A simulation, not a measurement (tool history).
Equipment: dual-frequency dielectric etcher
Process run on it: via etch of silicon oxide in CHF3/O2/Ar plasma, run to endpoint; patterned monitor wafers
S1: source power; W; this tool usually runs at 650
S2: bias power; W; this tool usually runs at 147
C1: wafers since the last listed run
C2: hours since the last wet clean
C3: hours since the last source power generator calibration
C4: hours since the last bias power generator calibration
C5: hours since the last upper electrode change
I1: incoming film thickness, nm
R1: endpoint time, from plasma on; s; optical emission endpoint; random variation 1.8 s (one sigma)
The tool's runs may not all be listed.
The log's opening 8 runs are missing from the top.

run	day	S1	S2	C1	C2	C3	C4	C5	I1	R1
9	17.671	650	147	167	311.9	3468.6	1650.8	3321.2	540.4	275.4
10	19.921	650	147	323	365.9	3522.6	1704.8	3375.2	544.3	272.3
11	21.788	650	147	268	410.7	3567.4	1749.6	3420.0	540.3	270.8
# day 22.488: source power generator calibrated
# day 24.179: wet clean of the chamber
12	24.200	650	116	179	0.5	41.1	1807.5	3477.9	541.1	300.3
13	25.946	650	159	251	42.4	83.0	1849.4	3519.8	547.5	279.3
14	26.992	650	147	150	67.5	108.1	1874.5	3544.9	541.1	280.7
15	29.742	500	132	395	133.5	174.1	1940.5	3610.9	546.0	347.4
16	32.288	790	119	366	194.6	235.2	2001.6	3672.0	544.4	264.8
# day 34.021: upper electrode replaced
17	34.575	790	119	185	249.5	290.1	2056.5	13.3	544.0	262.6
18	36.012	560	160	206	284.0	324.6	2091.0	47.8	548.3	295.8
19	38.458	490	158	352	342.7	383.3	2149.7	106.5	541.6	323.8
20	40.458	650	113	287	390.7	431.3	2197.7	154.5	546.4	297.5
# day 42.162: wet clean of the chamber
21	43.133	650	147	241	23.3	495.5	2261.9	218.7	540.6	278.7
22	45.854	650	147	391	88.6	560.8	2327.2	284.0	546.7	278.6
23	48.188	720	113	335	144.6	616.8	2383.2	340.0	547.6	282.5
# day 49.504: bias power generator calibrated
24	49.854	520	147	215	184.6	656.8	8.4	380.0	545.2	317.4
25	52.388	510	161	364	245.4	717.6	69.2	440.8	545.4	315.1
26	54.758	580	162	341	302.3	774.5	126.1	497.7	543.3	286.0
27	56.946	650	147	314	354.8	827.0	178.6	550.2	543.8	270.6
28	58.050	580	164	158	381.3	853.5	205.1	576.7	544.7	279.0
# day 59.879: wet clean of the chamber
29	59.900	650	147	122	0.5	897.9	249.5	621.1	543.8	278.9
30	60.900	550	164	143	24.5	921.9	273.5	645.1	542.3	297.9
31	62.271	780	110	197	57.4	954.8	306.4	678.0	535.9	266.3

The next listed run, before its measurement:
32	63.504	650	147	177	87.0	984.4	336.0	707.6	541.7	?

Run 32 yielded R1 278.1 s.
With no hidden state in the tool, this same run would have given R1 283.4 s.
